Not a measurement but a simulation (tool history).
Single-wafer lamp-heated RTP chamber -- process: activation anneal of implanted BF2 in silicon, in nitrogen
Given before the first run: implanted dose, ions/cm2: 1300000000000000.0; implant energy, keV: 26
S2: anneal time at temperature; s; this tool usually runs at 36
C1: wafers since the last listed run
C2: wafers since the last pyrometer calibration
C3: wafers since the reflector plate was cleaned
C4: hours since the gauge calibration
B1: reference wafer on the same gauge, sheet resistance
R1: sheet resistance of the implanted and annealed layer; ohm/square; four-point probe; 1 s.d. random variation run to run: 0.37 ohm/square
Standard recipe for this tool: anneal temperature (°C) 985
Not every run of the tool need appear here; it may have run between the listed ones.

{"run": 1, "hour": 0.0, "anneal temperature (°C)": 985, "S2": 36, "C1": 0, "C2": 4692, "C3": 3195, "C4": 581.9, "B1": 169.05, "R1": 171.34}
{"run": 2, "hour": 61.2, "anneal temperature (°C)": 985, "S2": 49, "C1": 1014, "C2": 5706, "C3": 4209, "C4": 643.1, "B1": 169.16, "R1": 162.05}
{"hour": 94.8, "done": "pyrometer window cleaned and pyrometer calibrated"}
{"run": 3, "hour": 109.3, "anneal temperature (°C)": 985, "S2": 49, "C1": 664, "C2": 240, "C3": 4873, "C4": 691.2, "B1": 169.03, "R1": 164.57}
{"run": 4, "hour": 161.1, "anneal temperature (°C)": 985, "S2": 49, "C1": 858, "C2": 1099, "C3": 5732, "C4": 743, "B1": 168.96, "R1": 164.28}
{"run": 5, "hour": 213.7, "anneal temperature (°C)": 965, "S2": 36, "C1": 871, "C2": 1970, "C3": 6603, "C4": 795.6, "B1": 169.05, "R1": 203.76}
{"run": 6, "hour": 263.0, "anneal temperature (°C)": 999, "S2": 36, "C1": 816, "C2": 2787, "C3": 7420, "C4": 844.9, "B1": 169.05, "R1": 155.27}
{"hour": 267.2, "done": "gauge calibrated"}
{"run": 7, "hour": 310.3, "anneal temperature (°C)": 999, "S2": 36, "C1": 783, "C2": 3571, "C3": 8204, "C4": 43.1, "B1": 168.95, "R1": 154.52}
{"run": 8, "hour": 372.3, "anneal temperature (°C)": 970, "S2": 36, "C1": 1027, "C2": 4598, "C3": 9231, "C4": 105.1, "B1": 169.17, "R1": 193.78}
{"run": 9, "hour": 439.1, "anneal temperature (°C)": 995, "S2": 29, "C1": 1106, "C2": 5705, "C3": 10338, "C4": 171.9, "B1": 168.97, "R1": 162.4}
{"hour": 447.2, "done": "pyrometer window cleaned and pyrometer calibrated"}
{"run": 10, "hour": 496.6, "anneal temperature (°C)": 993, "S2": 36, "C1": 820, "C2": 819, "C3": 11158, "C4": 229.4, "B1": 169.01, "R1": 162.71}
{"hour": 528.3, "done": "reflector plate cleaned"}
{"run": 11, "hour": 560.8, "anneal temperature (°C)": 993, "S2": 25, "C1": 931, "C2": 1750, "C3": 538, "C4": 293.6, "B1": 169.12, "R1": 170.89}
{"run": 12, "hour": 602.8, "anneal temperature (°C)": 985, "S2": 36, "C1": 695, "C2": 2446, "C3": 1234, "C4": 335.6, "B1": 169.02, "R1": 172.59}
{"run": 13, "hour": 661.1, "anneal temperature (°C)": 977, "S2": 18, "C1": 965, "C2": 3412, "C3": 2200, "C4": 393.9, "B1": 169.08, "R1": 199.61}
{"run": 14, "hour": 698.3, "anneal temperature (°C)": 985, "S2": 36, "C1": 616, "C2": 4028, "C3": 2816, "C4": 431.1, "B1": 168.96, "R1": 171.45}
{"run": 15, "hour": 755.8, "anneal temperature (°C)": 985, "S2": 54, "C1": 952, "C2": 4981, "C3": 3769, "C4": 488.6, "B1": 169.06, "R1": 159.17}
{"run": 16, "hour": 793.1, "anneal temperature (°C)": 1011, "S2": 53, "C1": 618, "C2": 5599, "C3": 4387, "C4": 525.9, "B1": 168.99, "R1": 134.36}
{"run": 17, "hour": 833.4, "anneal temperature (°C)": 1007, "S2": 36, "C1": 667, "C2": 6267, "C3": 5055, "C4": 566.2, "B1": 169.07, "R1": 145.1}

Across each entry between runs, compare the hidden state at the last listed run before it with the hidden state at the first listed run after it:
Runs 2 to 3: pyrometer window cleaned and pyrometer calibrated (hour 94.8)
  true wafer temperature minus pyrometer reading, K: 2.67 -> 0.306
  measured result minus the result with no hidden state, R1: -3.58 -> -0.42 ohm/square
Runs 6 to 7: gauge calibrated (hour 267.2)
  true wafer temperature minus pyrometer reading, K: 1.44 -> 1.79
  measured result minus the result with no hidden state, R1: -1.6 -> -1.99 ohm/square
Runs 9 to 10: pyrometer window cleaned and pyrometer calibrated (hour 447.2)
  true wafer temperature minus pyrometer reading, K: 2.74 -> 0.394
  measured result minus the result with no hidden state, R1: -3.33 -> -0.48 ohm/square
Runs 10 to 11: reflector plate cleaned (hour 528.3)
  true wafer temperature minus pyrometer reading, K: 0.394 -> 0.867
  measured result minus the result with no hidden state, R1: -0.48 -> -1.11 ohm/square

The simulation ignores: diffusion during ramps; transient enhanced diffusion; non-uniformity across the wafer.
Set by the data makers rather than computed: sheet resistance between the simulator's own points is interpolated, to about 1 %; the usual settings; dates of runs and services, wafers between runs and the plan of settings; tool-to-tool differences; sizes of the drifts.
